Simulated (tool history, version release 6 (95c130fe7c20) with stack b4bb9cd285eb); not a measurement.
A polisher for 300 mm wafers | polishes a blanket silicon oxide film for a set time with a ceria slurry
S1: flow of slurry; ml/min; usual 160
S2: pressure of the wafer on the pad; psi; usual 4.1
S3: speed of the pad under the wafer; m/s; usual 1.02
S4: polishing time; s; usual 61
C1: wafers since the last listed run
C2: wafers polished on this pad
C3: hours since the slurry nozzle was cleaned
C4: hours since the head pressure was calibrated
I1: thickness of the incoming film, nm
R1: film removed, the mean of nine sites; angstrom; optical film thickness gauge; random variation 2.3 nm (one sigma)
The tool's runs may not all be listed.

run 1 day=0.000 | S1=160 S2=4.1 S3=1.02 S4=61 | C1=0 C2=3186 C3=246.8 C4=258.8 | I1=1392.2 | R1=3185
run 2 day=1.379 | S1=160 S2=4.4 S3=1.02 S4=61 | C1=453 C2=3639 C3=279.9 C4=291.9 | I1=1396.3 | R1=3401
-- day=4.362 slurry nozzle cleaned
-- day=5.267 head pressure recalibrated
-- day=5.400 worn pad replaced by a new one
run 3 day=7.654 | S1=160 S2=4.4 S3=1.02 S4=61 | C1=1977 C2=740 C3=79.0 C4=57.3 | I1=1396.4 | R1=3524
run 4 day=9.833 | S1=160 S2=4.1 S3=1.02 S4=61 | C1=716 C2=1457 C3=131.3 C4=109.6 | I1=1385.7 | R1=3233
run 5 day=12.017 | S1=160 S2=4.1 S3=1.02 S4=61 | C1=717 C2=2174 C3=183.7 C4=162.0 | I1=1361.6 | R1=3292
run 6 day=14.096 | S1=160 S2=4.1 S3=1.02 S4=61 | C1=683 C2=2858 C3=233.6 C4=211.9 | I1=1374.6 | R1=3233
run 7 day=16.133 | S1=125 S2=5.0 S3=1.02 S4=61 | C1=669 C2=3527 C3=282.5 C4=260.8 | I1=1357.6 | R1=3607
run 8 day=17.350 | S1=125 S2=5.0 S3=1.02 S4=61 | C1=399 C2=3927 C3=311.7 C4=290.0 | I1=1391.1 | R1=3665
run 9 day=20.100 | S1=125 S2=5.0 S3=1.02 S4=61 | C1=903 C2=4831 C3=377.7 C4=356.0 | I1=1390.5 | R1=3612
-- day=21.812 worn pad replaced by a new one
run 10 day=22.008 | S1=160 S2=3.2 S3=1.02 S4=61 | C1=572 C2=64 C3=423.5 C4=401.8 | I1=1394.0 | R1=2493
-- day=23.842 slurry nozzle cleaned
-- day=24.042 head pressure recalibrated
run 11 day=24.975 | S1=160 S2=3.2 S3=1.02 S4=61 | C1=933 C2=998 C3=27.2 C4=22.4 | I1=1392.7 | R1=2597
run 12 day=27.746 | S1=120 S2=4.1 S3=0.86 S4=61 | C1=910 C2=1909 C3=93.7 C4=88.9 | I1=1383.3 | R1=2756
run 13 day=28.792 | S1=160 S2=4.1 S3=1.02 S4=61 | C1=343 C2=2252 C3=118.8 C4=114.0 | I1=1391.0 | R1=3250
run 14 day=30.533 | S1=160 S2=4.1 S3=1.02 S4=61 | C1=572 C2=2825 C3=160.6 C4=155.8 | I1=1365.7 | R1=3247
run 15 day=32.304 | S1=160 S2=4.1 S3=1.02 S4=61 | C1=582 C2=3407 C3=203.1 C4=198.3 | I1=1357.2 | R1=3232
run 16 day=33.833 | S1=160 S2=4.1 S3=1.02 S4=57 | C1=502 C2=3909 C3=239.8 C4=235.0 | I1=1379.8 | R1=2991
run 17 day=36.508 | S1=160 S2=4.1 S3=1.02 S4=61 | C1=879 C2=4789 C3=304.0 C4=299.2 | I1=1365.3 | R1=3145
run 18 day=38.121 | S1=160 S2=4.1 S3=1.02 S4=61 | C1=529 C2=5319 C3=342.7 C4=337.9 | I1=1372.9 | R1=3126
-- day=39.562 worn pad replaced by a new one
run 19 day=39.583 | S1=130 S2=5.0 S3=1.02 S4=40 | C1=425 C2=7 C3=377.8 C4=373.0 | I1=1392.7 | R1=2466
-- day=39.717 slurry nozzle cleaned
-- day=39.750 head pressure recalibrated
run 20 day=47.892 | S1=160 S2=4.1 S3=1.02 S4=61 | C1=2705 C2=2713 C3=196.2 C4=195.4 | I1=1384.5 | R1=3272
run 21 day=50.758 | S1=160 S2=5.2 S3=1.26 S4=61 | C1=942 C2=3655 C3=265.0 C4=264.2 | I1=1358.9 | R1=4748
run 22 day=53.538 | S1=160 S2=4.1 S3=1.02 S4=61 | C1=913 C2=4568 C3=331.7 C4=330.9 | I1=1370.6 | R1=3174
-- day=54.846 slurry nozzle cleaned
run 23 day=55.183 | S1=160 S2=5.4 S3=1.02 S4=61 | C1=527 C2=5096 C3=8.1 C4=370.4 | I1=1374.7 | R1=4367
-- day=55.529 worn pad replaced by a new one
-- day=55.638 head pressure recalibrated
run 24 day=56.617 | S1=160 S2=4.1 S3=1.02 S4=61 | C1=388 C2=330 C3=42.5 C4=23.5 | I1=1367.2 | R1=3296
run 25 day=59.150 | S1=160 S2=3.0 S3=1.02 S4=61 | C1=832 C2=1163 C3=103.3 C4=84.3 | I1=1369.3 | R1=2391
run 26 day=62.038 | S1=120 S2=2.9 S3=1.22 S4=61 | C1=949 C2=2112 C3=172.6 C4=153.6 | I1=1373.6 | R1=2445
run 27 day=64.229 | S1=185 S2=4.6 S3=0.68 S4=61 | C1=720 C2=2832 C3=225.2 C4=206.2 | I1=1397.0 | R1=2885
run 28 day=66.017 | S1=160 S2=4.1 S3=1.02 S4=61 | C1=587 C2=3420 C3=268.1 C4=249.1 | I1=1367.8 | R1=3206
run 29 day=67.408 | S1=125 S2=5.0 S3=1.02 S4=61 | C1=457 C2=3877 C3=301.5 C4=282.5 | I1=1374.4 | R1=3657
run 30 day=69.104 | S1=160 S2=4.1 S3=1.02 S4=61 | C1=557 C2=4434 C3=342.2 C4=323.2 | I1=1371.2 | R1=3157
-- day=70.821 slurry nozzle cleaned
run 31 day=71.812 | S1=160 S2=4.1 S3=1.02 S4=61 | C1=876 C2=5311 C3=23.8 C4=388.2 | I1=1373.7 | R1=3226
-- day=73.279 worn pad replaced by a new one
-- day=73.962 head pressure recalibrated
run 32 day=74.258 | S1=160 S2=4.1 S3=1.02 S4=61 | C1=721 C2=294 C3=82.5 C4=7.1 | I1=1379.6 | R1=3297
run 33 day=75.650 | S1=160 S2=4.8 S3=0.80 S4=61 | C1=457 C2=751 C3=115.9 C4=40.5 | I1=1403.1 | R1=3315
run 34 day=77.704 | S1=160 S2=3.4 S3=1.34 S4=81 | C1=675 C2=1426 C3=165.2 C4=89.8 | I1=1383.7 | R1=4308
run 35 day=80.217 | S1=145 S2=5.1 S3=1.02 S4=61 | C1=825 C2=2252 C3=225.5 C4=150.1 | I1=1378.2 | R1=3867
run 36 day=81.542 | S1=145 S2=4.1 S3=1.02 S4=61 | C1=435 C2=2688 C3=257.3 C4=181.9 | I1=1394.3 | R1=3145
run 37 day=82.592 | S1=200 S2=4.1 S3=1.02 S4=61 | C1=345 C2=3033 C3=282.5 C4=207.1 | I1=1393.3 | R1=3379

The same runs without the tool's hidden state, with the same run-to-run variation:
The hidden state here: removal rate lost through wear of the pad, %; slurry flow missing at the pad, %; deviation of the head's pressure from its setpoint, %.
run=1 R1=3343
run=2 R1=3587
run=3 R1=3604
run=4 R1=3337
run=5 R1=3426
run=6 R1=3387
run=7 R1=3848
run=8 R1=3926
run=9 R1=3908
run=10 R1=2618
run=11 R1=2633
run=12 R1=2854
run=13 R1=3361
run=14 R1=3383
run=15 R1=3391
run=16 R1=3158
run=17 R1=3355
run=18 R1=3357
run=19 R1=2590
run=20 R1=3405
run=21 R1=4992
run=22 R1=3370
run=23 R1=4498
run=24 R1=3349
run=25 R1=2458
run=26 R1=2569
run=27 R1=3008
run=28 R1=3379
run=29 R1=3916
run=30 R1=3362
run=31 R1=3359
run=32 R1=3372
run=33 R1=3410
run=34 R1=4464
run=35 R1=4055
run=36 R1=3312
run=37 R1=3526

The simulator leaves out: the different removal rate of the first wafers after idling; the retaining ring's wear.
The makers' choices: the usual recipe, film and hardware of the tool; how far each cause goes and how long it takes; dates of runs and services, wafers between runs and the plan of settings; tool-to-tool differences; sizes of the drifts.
